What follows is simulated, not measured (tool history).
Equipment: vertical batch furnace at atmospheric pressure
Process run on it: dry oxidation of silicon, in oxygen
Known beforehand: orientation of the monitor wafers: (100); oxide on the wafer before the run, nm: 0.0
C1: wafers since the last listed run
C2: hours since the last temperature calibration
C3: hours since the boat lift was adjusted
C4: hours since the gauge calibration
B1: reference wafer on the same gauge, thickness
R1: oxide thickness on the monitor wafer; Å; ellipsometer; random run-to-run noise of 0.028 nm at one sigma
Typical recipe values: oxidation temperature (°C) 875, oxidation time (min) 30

run 1 hour=0 | oxidation_temperature_(°C)=869 oxidation_time_(min)=30 | C1=0 C2=1554.4 C3=3856.3 C4=81.7 | B1=7.6 | R1=84
run 2 hour=13.8 | oxidation_temperature_(°C)=875 oxidation_time_(min)=35 | C1=177 C2=1568.2 C3=3870.1 C4=95.5 | B1=7.59 | R1=100.7
run 3 hour=32.1 | oxidation_temperature_(°C)=875 oxidation_time_(min)=23 | C1=235 C2=1586.5 C3=3888.4 C4=113.8 | B1=7.59 | R1=75.3
run 4 hour=50.9 | oxidation_temperature_(°C)=875 oxidation_time_(min)=23 | C1=241 C2=1605.3 C3=3907.2 C4=132.6 | B1=7.59 | R1=74.9
run 5 hour=66.6 | oxidation_temperature_(°C)=875 oxidation_time_(min)=38 | C1=202 C2=1621 C3=3922.9 C4=148.3 | B1=7.59 | R1=107.4
-- hour=102.5 boat lift adjusted
run 6 hour=103 | oxidation_temperature_(°C)=875 oxidation_time_(min)=38 | C1=159 C2=1657.4 C3=0.5 C4=184.7 | B1=7.59 | R1=106.8
run 7 hour=107.6 | oxidation_temperature_(°C)=875 oxidation_time_(min)=38 | C1=59 C2=1662 C3=5.1 C4=189.3 | B1=7.6 | R1=107.1
run 8 hour=115.4 | oxidation_temperature_(°C)=886 oxidation_time_(min)=30 | C1=100 C2=1669.8 C3=12.9 C4=197.1 | B1=7.59 | R1=103.2
-- hour=142.1 gauge calibrated
-- hour=149.6 thermocouples replaced and temperature profile calibrated
run 9 hour=150.1 | oxidation_temperature_(°C)=861 oxidation_time_(min)=30 | C1=137 C2=0.5 C3=47.6 C4=8 | B1=7.59 | R1=76.4
run 10 hour=154.7 | oxidation_temperature_(°C)=875 oxidation_time_(min)=30 | C1=59 C2=5.1 C3=52.2 C4=12.6 | B1=7.58 | R1=90.8
run 11 hour=159.4 | oxidation_temperature_(°C)=889 oxidation_time_(min)=37 | C1=60 C2=9.8 C3=56.9 C4=17.3 | B1=7.59 | R1=123
run 12 hour=167.3 | oxidation_temperature_(°C)=898 oxidation_time_(min)=44 | C1=101 C2=17.7 C3=64.8 C4=25.2 | B1=7.6 | R1=152.6
run 13 hour=176.3 | oxidation_temperature_(°C)=897 oxidation_time_(min)=30 | C1=115 C2=26.7 C3=73.8 C4=34.2 | B1=7.59 | R1=116.1

Forecast run 14:
run 14 hour=189.4 | oxidation_temperature_(°C)=875 oxidation_time_(min)=30 | C1=168 C2=39.8 C3=86.9 C4=47.3 | B1=? | R1=?

B1: 7.59
R1: 90.4 Å
Had the tool carried no hidden state, the very same run would have given R1 90.4 Å.
